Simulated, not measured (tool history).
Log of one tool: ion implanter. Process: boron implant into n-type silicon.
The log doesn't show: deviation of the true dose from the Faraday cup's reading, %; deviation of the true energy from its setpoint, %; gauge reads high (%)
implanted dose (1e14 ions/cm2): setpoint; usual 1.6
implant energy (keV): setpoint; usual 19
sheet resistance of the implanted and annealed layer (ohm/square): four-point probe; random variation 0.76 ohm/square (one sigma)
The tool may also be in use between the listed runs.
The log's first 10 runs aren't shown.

run   hour  implanted dose (1e14 ions/cm2)  implant energy (keV)  wafers since the last listed run  hours since the last dose calibration  hours since the extraction supply was calibrated  hours since the gauge calibration  read-back reference wafer on the same gauge, sheet resistance  sheet resistance of the implanted and annealed layer (ohm/square)
 11  245.6                             1.6                    19                              1980                                 1855.9                                            5870.2                              297.3                                                          527.7                                                             515.66
     268.1  -- Faraday cup replaced and dose calibrated
 12  279.4                             1.6                    19                               732                                   11.3                                              5904                              331.1                                                         528.39                                                                505
 13  292.9                            1.91                    19                               383                                   24.8                                            5917.5                              344.6                                                         527.47                                                             439.87
     311.5  -- extraction supply calibrated
 14  317.8                            1.75                  22.5                               480                                   49.7                                               6.3                              369.5                                                         528.02                                                              460.5
 15  358.2                             1.6                    19                              1147                                   90.1                                              46.7                              409.9                                                         528.12                                                             504.97
 16  389.6                            1.81                    22                               892                                  121.5                                              78.1                              441.3                                                         527.87                                                             448.69
 17  408.9                            1.16                    25                               548                                  140.8                                              97.4                              460.6                                                         528.13                                                             619.31
 18    444                            1.78                    24                               997                                  175.9                                             132.5                              495.7                                                         527.75                                                             449.97
     449.4  -- gauge calibrated
 19  475.5                             1.6                    19                               894                                  207.4                                               164                               26.1                                                         527.92                                                             504.75
 20  509.1                             1.4                  13.5                               954                                    241                                             197.6                               59.7                                                         528.13                                                             590.02
 21  522.8                            1.26                    24                               389                                  254.7                                             211.3                               73.4                                                         527.71                                                             587.28
 22  555.5                            1.97                    19                               928                                  287.4                                               244                              106.1                                                         527.78                                                             428.18
 23  574.8                            1.89                    23                               548                                  306.7                                             263.3                              125.4                                                         528.31                                                             431.41
 24  598.7                            1.38                    15                               678                                  330.6                                             287.2                              149.3                                                         527.94                                                              588.6
 25  612.4                            1.44                  24.5                               389                                  344.3                                             300.9                                163                                                         527.85                                                             529.02
 26  644.8                            1.45                    22                               920                                  376.7                                             333.3                              195.4                                                         527.49                                                             533.59
 27  673.2                             1.6                    19                               806                                  405.1                                             361.7                              223.8                                                         528.07                                                             506.55
 28    699                            1.45                    21                               732                                  430.9                                             387.5                              249.6                                                         527.89                                                              538.3
 29  714.8                            1.15                  12.5                               448                                  446.7                                             403.3                              265.4                                                         527.95                                                             697.53
 30    749                             1.6                    19                               971                                  480.9                                             437.5                              299.6                                                         527.72                                                             506.42

Forecast each of these 4 alternatives for the next run:
  A  749.4                             1.6                    25                                11                                  481.3                                             437.9                                300                                                              ?                                                                  ?
  B  749.4                             1.6                  24.5                                11                                  481.3                                             437.9                                300                                                              ?                                                                  ?
  C  749.4                            1.17                    14                                11                                  481.3                                             437.9                                300                                                              ?                                                                  ?
  D  749.4                            1.44                  15.5                                11                                  481.3                                             437.9                                300                                                              ?                                                                  ?

run  read-back reference wafer on the same gauge, sheet resistance  sheet resistance of the implanted and annealed layer (ohm/square)
  A                                                         527.96                                                             487.36
  B                                                         527.96                                                             488.83
  C                                                         527.96                                                             678.39
  D                                                         527.96                                                             567.58
Without the tool's hidden state the same runs would have given:
run  sheet resistance of the implanted and annealed layer (ohm/square)
  A                                                             486.15
  B                                                             487.61
  C                                                             676.68
  D                                                             566.12

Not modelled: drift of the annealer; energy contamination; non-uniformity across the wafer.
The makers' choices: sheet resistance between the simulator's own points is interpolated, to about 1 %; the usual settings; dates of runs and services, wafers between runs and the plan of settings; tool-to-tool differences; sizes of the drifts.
